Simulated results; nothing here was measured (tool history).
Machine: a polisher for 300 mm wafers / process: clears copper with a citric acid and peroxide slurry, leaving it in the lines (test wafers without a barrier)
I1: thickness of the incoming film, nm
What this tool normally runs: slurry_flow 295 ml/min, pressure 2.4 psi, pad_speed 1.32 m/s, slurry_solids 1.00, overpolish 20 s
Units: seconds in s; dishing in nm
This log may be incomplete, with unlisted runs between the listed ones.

run 1 hour=0.0 | slurry_flow=295 pressure=2.4 pad_speed=1.32 slurry_solids=1.00 overpolish=20 | I1=205.7 | seconds=100.4 dishing=37.9
run 2 hour=16.0 | slurry_flow=295 pressure=2.4 pad_speed=1.32 slurry_solids=1.00 overpolish=20 | I1=207.9 | seconds=101.6 dishing=36.9
run 3 hour=24.7 | slurry_flow=295 pressure=2.4 pad_speed=1.32 slurry_solids=1.00 overpolish=20 | I1=214.2 | seconds=106.5 dishing=36.3
run 4 hour=36.2 | slurry_flow=365 pressure=2.4 pad_speed=1.10 slurry_solids=1.00 overpolish=20 | I1=209.5 | seconds=124.3 dishing=30.7
-- hour=44.0 slurry nozzle cleaned
run 5 hour=45.9 | slurry_flow=385 pressure=2.4 pad_speed=1.32 slurry_solids=1.30 overpolish=20 | I1=210.4 | seconds=99.9 dishing=37.2
-- hour=52.6 worn pad replaced by a new one, of another model than before
run 6 hour=61.7 | slurry_flow=295 pressure=2.7 pad_speed=1.32 slurry_solids=1.00 overpolish=20 | I1=209.8 | seconds=85.0 dishing=44.0
run 7 hour=70.3 | slurry_flow=295 pressure=2.7 pad_speed=1.32 slurry_solids=1.00 overpolish=20 | I1=210.8 | seconds=84.5 dishing=43.3
-- hour=85.2 head pressure recalibrated
run 8 hour=86.4 | slurry_flow=295 pressure=2.4 pad_speed=1.60 slurry_solids=1.00 overpolish=20 | I1=212.9 | seconds=86.2 dishing=43.1
run 9 hour=97.6 | slurry_flow=295 pressure=2.4 pad_speed=1.02 slurry_solids=1.00 overpolish=20 | I1=211.0 | seconds=116.6 dishing=33.7
run 10 hour=110.5 | slurry_flow=235 pressure=2.4 pad_speed=1.32 slurry_solids=1.00 overpolish=20 | I1=207.6 | seconds=102.8 dishing=36.1
run 11 hour=123.1 | slurry_flow=210 pressure=3.1 pad_speed=1.32 slurry_solids=1.00 overpolish=25 | I1=212.0 | seconds=80.7 dishing=55.5
run 12 hour=131.2 | slurry_flow=360 pressure=2.8 pad_speed=1.32 slurry_solids=1.25 overpolish=29 | I1=207.5 | seconds=83.2 dishing=58.2
run 13 hour=144.9 | slurry_flow=295 pressure=2.4 pad_speed=1.32 slurry_solids=1.00 overpolish=20 | I1=210.7 | seconds=105.2 dishing=37.5
run 14 hour=161.9 | slurry_flow=295 pressure=2.4 pad_speed=1.32 slurry_solids=0.80 overpolish=20 | I1=210.7 | seconds=110.8 dishing=35.9
run 15 hour=179.1 | slurry_flow=295 pressure=2.4 pad_speed=1.32 slurry_solids=1.00 overpolish=20 | I1=214.3 | seconds=108.0 dishing=34.9
-- hour=182.0 slurry blender recalibrated
-- hour=190.0 worn pad replaced by a new one
run 16 hour=190.5 | slurry_flow=195 pressure=1.6 pad_speed=0.94 slurry_solids=1.00 overpolish=10 | I1=214.6 | seconds=183.2 dishing=11.8
run 17 hour=201.6 | slurry_flow=360 pressure=2.9 pad_speed=1.02 slurry_solids=1.00 overpolish=20 | I1=207.9 | seconds=91.3 dishing=42.0
run 18 hour=208.5 | slurry_flow=295 pressure=2.4 pad_speed=1.32 slurry_solids=1.00 overpolish=20 | I1=210.2 | seconds=96.0 dishing=39.5
run 19 hour=225.6 | slurry_flow=295 pressure=2.4 pad_speed=1.32 slurry_solids=1.00 overpolish=20 | I1=210.7 | seconds=96.2 dishing=37.7
run 20 hour=236.8 | slurry_flow=295 pressure=2.4 pad_speed=1.44 slurry_solids=1.00 overpolish=24 | I1=212.0 | seconds=92.5 dishing=48.4
run 21 hour=246.5 | slurry_flow=295 pressure=2.4 pad_speed=1.32 slurry_solids=1.00 overpolish=8 | I1=213.4 | seconds=101.1 dishing=16.0
run 22 hour=263.0 | slurry_flow=295 pressure=2.4 pad_speed=1.32 slurry_solids=1.00 overpolish=20 | I1=208.8 | seconds=98.7 dishing=38.4
run 23 hour=276.8 | slurry_flow=230 pressure=2.9 pad_speed=1.72 slurry_solids=0.90 overpolish=20 | I1=208.3 | seconds=72.3 dishing=51.9
run 24 hour=287.5 | slurry_flow=375 pressure=2.7 pad_speed=1.50 slurry_solids=1.00 overpolish=30 | I1=208.8 | seconds=81.7 dishing=63.3
run 25 hour=299.8 | slurry_flow=295 pressure=1.9 pad_speed=1.32 slurry_solids=0.85 overpolish=20 | I1=209.0 | seconds=133.2 dishing=27.9
run 26 hour=308.2 | slurry_flow=395 pressure=2.4 pad_speed=1.56 slurry_solids=1.00 overpolish=20 | I1=209.8 | seconds=91.0 dishing=41.3
run 27 hour=315.4 | slurry_flow=295 pressure=2.7 pad_speed=1.32 slurry_solids=1.00 overpolish=20 | I1=210.8 | seconds=93.0 dishing=41.3
run 28 hour=324.4 | slurry_flow=295 pressure=2.0 pad_speed=1.20 slurry_solids=1.20 overpolish=11 | I1=206.1 | seconds=128.5 dishing=17.2

Pick out some run-to-run changes in seconds. Of each, how much would a tool without hidden state show as well, from the settings, what came in and chance, and how much is left for the hidden state and any gauge scatter not in both results compared?
Unlogged tool condition in this case: removal rate lost through wear of the pad, %; slurry flow missing at the pad, %; deviation of the head's pressure from its setpoint, %; abrasive missing from the slurry, %.
Run 5 -> 6: slurry_flow 385 -> 295, pressure 2.4 -> 2.7, slurry_solids 1.30 -> 1.00, worn pad replaced by a new one, of another model than before. seconds -14.9 s: hidden state -11.3, all else -3.6.
Run 15 -> 16: slurry_flow 295 -> 195, pressure 2.4 -> 1.6, pad_speed 1.32 -> 0.94, overpolish 20 -> 10, slurry blender recalibrated, worn pad replaced by a new one. seconds +75.2 s: hidden state -13.5, all else +88.7.
Run 16 -> 17: slurry_flow 195 -> 360, pressure 1.6 -> 2.9, pad_speed 0.94 -> 1.02, overpolish 10 -> 20. seconds -91.9 s: hidden state +0.9, all else -92.8.
